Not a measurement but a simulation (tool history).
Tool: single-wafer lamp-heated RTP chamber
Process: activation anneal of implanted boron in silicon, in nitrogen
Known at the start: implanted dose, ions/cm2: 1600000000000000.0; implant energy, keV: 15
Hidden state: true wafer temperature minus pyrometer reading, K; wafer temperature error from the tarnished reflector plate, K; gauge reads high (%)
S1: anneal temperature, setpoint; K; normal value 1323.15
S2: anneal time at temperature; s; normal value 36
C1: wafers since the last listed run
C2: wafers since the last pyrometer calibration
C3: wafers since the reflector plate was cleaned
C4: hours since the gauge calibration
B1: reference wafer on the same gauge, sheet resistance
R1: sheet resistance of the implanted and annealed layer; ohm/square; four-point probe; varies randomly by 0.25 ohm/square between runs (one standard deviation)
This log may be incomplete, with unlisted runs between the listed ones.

run,day,S1,S2,C1,C2,C3,C4,B1,R1
1,0,1323.15,36,0,1142,4861,1806.6,90.34,75.94
2,3.246,1323.15,36,839,1981,5700,1884.5,90.31,74.68
3,5.975,1323.15,36,705,2687,6406,1950,90.31,74.56
4,10.346,1323.15,36,1130,3818,7536,2054.9,90.25,74.2
# day 11.183: reflector plate cleaned
5,14.629,1323.15,36,1021,4839,891,2157.7,90.31,75.24
6,22.679,1323.15,36,2082,6921,2973,2350.9,90.34,74.54
7,25.679,1323.15,36,775,7697,3749,2422.9,90.38,74.59
# day 26.85: pyrometer window cleaned and pyrometer calibrated
8,28.146,1323.15,51,551,335,4300,2482.1,90.31,74.37
9,30.879,1323.15,51,706,1042,5007,2547.7,90.31,74.13
10,32.446,1323.15,36,405,1447,5412,2585.3,90.29,75.46
11,34.229,1323.15,36,461,1908,5874,2628.1,90.26,75.16
12,36.117,1306.15,43,488,2396,6362,2673.4,90.34,77.02
# day 39.821: reflector plate cleaned
13,40.133,1323.15,29,952,3349,80,2769.8,90.27,75.74
14,42.738,1323.15,36,673,4023,754,2832.3,90.24,74.95
15,50.258,1337.15,30,1945,5968,2699,3012.8,90.29,73.6
16,52.433,1301.15,20,562,6530,3261,3065,90.28,80.41
17,56.446,1339.15,17,1037,7568,4299,3161.3,90.27,75.02
18,59.467,1323.15,51,781,8349,5080,3233.8,90.26,72.8
# day 61.408: pyrometer window cleaned and pyrometer calibrated
19,61.429,1335.15,22,421,5,5502,3280.9,90.35,75.45
20,65.804,1323.15,28,1131,1136,6633,3385.9,90.31,76.36
21,68.038,1336.15,36,577,1714,7211,3439.5,90.3,72.86
# day 70.317: reflector plate cleaned
22,71.679,1323.15,36,855,2570,351,3526.9,90.29,75.78
23,75.296,1323.15,36,935,3505,1287,3613.7,90.34,74.87
24,78.329,1323.15,36,784,4290,2071,3686.5,90.35,75.4
25,80.792,1309.15,23,636,4927,2708,3745.6,90.3,78.7
# day 83.308: gauge calibrated
26,84.625,1323.15,36,991,5918,3700,31.6,90.28,74.66
27,87.904,1308.15,36,848,6766,4548,110.3,90.33,76.76
28,91.504,1302.15,50,931,7697,5479,196.7,90.32,76.42
29,95.658,1352.15,16,1074,8772,6553,296.4,90.3,74.04
# day 97.071: pyrometer window cleaned and pyrometer calibrated
30,98.758,1341.15,36,715,436,7269,370.8,90.34,72.12
# day 101.25: reflector plate cleaned
31,102.617,1332.15,51,911,1348,353,463.4,90.26,73.11
32,105.854,1352.15,47,837,2185,1190,541.1,90.3,71.42
33,108.875,1345.15,36,781,2966,1971,613.6,90.27,72.31
34,110.908,1352.15,36,525,3492,2497,662.4,90.32,71.72
35,113.729,1295.15,28,729,4222,3227,730.1,90.29,80.63
36,117.829,1339.15,16,1060,5282,4287,828.5,90.3,75.3

Here are 5 independent what-if runs from the current tool condition. What would each one return?
A,117.846,1349.15,36,4,5287,4291,828.9,?,?
B,117.846,1345.15,46,4,5287,4291,828.9,?,?
C,117.846,1323.15,17,4,5287,4291,828.9,?,?
D,117.846,1302.15,55,4,5287,4291,828.9,?,?
E,117.846,1323.15,42,4,5287,4291,828.9,?,?

run,B1,R1
A,90.3,71.71
B,90.3,71.33
C,90.3,77.24
D,90.3,75.93
E,90.3,73.86
Without the tool's hidden state the same runs would have given:
run,R1
A,73.17
B,72.84
C,79.68
D,79.14
E,76.56
